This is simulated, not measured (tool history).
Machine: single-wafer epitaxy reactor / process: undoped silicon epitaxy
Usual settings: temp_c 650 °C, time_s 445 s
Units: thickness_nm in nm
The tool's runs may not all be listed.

run    hour  temp_c  time_s  read-back reference wafer on the same gauge, thickness_nm  thickness_nm
  1       0     650     445                                                     61.444        71.852
  2    30.6     650     445                                                     61.522        72.028
  3    53.4     655     445                                                     61.541        79.891
  4    78.1     655     445                                                     61.521         79.93
  5   103.8     650     445                                                      61.52         71.96
  6   117.3     650     445                                                     61.438        72.034
  7   133.9     650     445                                                     61.551        71.905
  8   159.2     650     401                                                     61.466        64.863
  9   194.3     650     445                                                     61.503        72.073
 10   218.8     650     445                                                     61.452        72.257
 11   246.6     650     445                                                     61.516        72.291
 12     279     650     445                                                     61.492        72.322
 13   292.2     650     445                                                      61.51        72.095
 14   322.6     650     395                                                       61.5         64.04
 15   348.2     650     395                                                     61.485        64.125
 16   362.6     650     395                                                     61.548        64.467
 17   396.3     650     468                                                     61.501        76.076
 18   478.8     650     468                                                     61.472        76.048
 19   496.1     650     468                                                     61.496        75.753
      502.3  -- gauge calibrated
 20   509.1     662     383                                                     61.493        79.657
 21     530     662     383                                                     61.434        80.104
 22   553.7     662     383                                                     61.519        80.095
 23   581.4     650     445                                                     61.511          72.5
 24   599.1     660     373                                                     61.491        74.933
 25   628.8     650     445                                                     61.493        72.551
 26   651.8     665     445                                                      61.49        98.693
 27   686.6     650     445                                                     61.497        72.538
 28     699     650     530                                                     61.509        86.391
 29   769.8     650     385                                                     61.507        62.893
 30     782     642     445                                                     61.504        61.535
 31   805.1     650     422                                                     61.481        68.935
 32     823     650     445                                                     61.545         72.73
 33   842.8     656     445                                                     61.505        82.713
 34   873.3     650     445                                                     61.483        72.865
      904.1  -- pyrometer calibrated
 35   937.9     650     366                                                     61.522        58.698
 36   968.1     650     392                                                     61.525        63.004
 37  1065.8     657     445                                                     61.507        82.921
 38  1093.5     644     366                                                     61.518        51.709
 39  1106.2     650     387                                                     61.509        62.376
 40  1131.1     650     445                                                     61.482        71.712
 41  1165.9     658     514                                                     61.475        97.954
 42    1189     660     392                                                     61.476        77.885
 43  1213.9     663     445                                                     61.526        93.853
 44  1247.6     650     510                                                      61.49        82.636
 45  1266.4     642     473                                                       61.5        64.475
 46  1299.9     636     477                                                     61.481        57.251
 47  1333.5     664     445                                                     61.506        95.988
 48  1363.6     661     518                                                     61.484       105.091

3 options for the next run, each taken on its own from the tool as it stands now. Forecast them:
  A  1364.1     650     445                                                          ?             ?
  B  1364.1     657     526                                                          ?             ?
  C  1364.1     645     445                                                          ?             ?

run  read-back reference wafer on the same gauge, thickness_nm  thickness_nm
  A                                                      61.52        72.213
  B                                                      61.52        98.789
  C                                                      61.52         64.97
With the hidden condition removed and each run's random variation left untouched, the same runs would have given:
run  thickness_nm
  A        71.792
  B        98.221
  C        64.587
